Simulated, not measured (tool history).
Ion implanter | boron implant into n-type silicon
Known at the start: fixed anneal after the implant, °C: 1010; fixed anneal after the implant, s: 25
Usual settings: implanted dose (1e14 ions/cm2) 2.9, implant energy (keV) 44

run,day,implanted dose (1e14 ions/cm2),implant energy (keV),wafers since the last listed run,hours since the last dose calibration,hours since the extraction supply was calibrated,hours since the gauge calibration,"read-back reference wafer on the same gauge, sheet resistance",sheet resistance of the implanted and annealed layer (ohm/square)
1,0,2.9,44,0,2104.8,6667.1,105.2,237.45,293.22
2,0.429,2.9,44,136,2115.1,6677.4,115.5,237.35,292.17
3,0.871,2.9,44,140,2125.7,6688,126.1,237.36,292.39
4,1.408,2.9,44,171,2138.6,6700.9,139,237.31,293.27
5,1.679,2.9,44,86,2145.1,6707.4,145.5,237.23,292.28
6,2.092,2.9,44,131,2155,6717.3,155.4,237.18,292.4
7,2.771,3.15,44,216,2171.3,6733.6,171.7,237.13,273.97
8,3.067,2.9,50,94,2178.4,6740.7,178.8,237.19,287.7
# day 3.204: gauge calibrated
9,3.442,2.9,50,119,2187.4,6749.7,5.7,239.18,290.91
# day 4.317: Faraday cup replaced and dose calibrated
10,4.338,2.52,34,179,0.5,6771.2,27.2,238.57,337.66
11,4.479,2.9,55,45,3.9,6774.6,30.6,238.49,285.17
12,4.9,2.21,36,134,14,6784.7,40.7,238.27,370.63
13,5.55,2.9,44,207,29.6,6800.3,56.3,238.2,292.96
14,6.079,2.2,34,168,42.3,6813,69,237.98,374.04
15,6.592,2.61,48.5,163,54.6,6825.3,81.3,237.78,314.05
# day 7.529: extraction supply calibrated
16,8.8,2.9,54.5,597,107.6,30.5,134.3,237.52,284.62
17,9.392,2.9,54.5,188,121.8,44.7,148.5,237.47,284.28
18,9.762,3.39,44,118,130.7,53.6,157.4,237.46,258.91

4 ways to go on from here, each from the tool as it stands after run 18. What would each give?
A,9.779,2.9,44,5,131.1,54,157.8,?,?
B,9.779,2.19,44,5,131.1,54,157.8,?,?
C,9.779,3.48,32,5,131.1,54,157.8,?,?
D,9.779,2.9,34.5,5,131.1,54,157.8,?,?

run,"read-back reference wafer on the same gauge, sheet resistance",sheet resistance of the implanted and annealed layer (ohm/square)
A,237.38,292.69
B,237.38,362.57
C,237.38,262.39
D,237.38,300.97
Without the tool's hidden state the same runs would have given:
run,sheet resistance of the implanted and annealed layer (ohm/square)
A,294.59
B,364.92
C,264.1
D,302.92

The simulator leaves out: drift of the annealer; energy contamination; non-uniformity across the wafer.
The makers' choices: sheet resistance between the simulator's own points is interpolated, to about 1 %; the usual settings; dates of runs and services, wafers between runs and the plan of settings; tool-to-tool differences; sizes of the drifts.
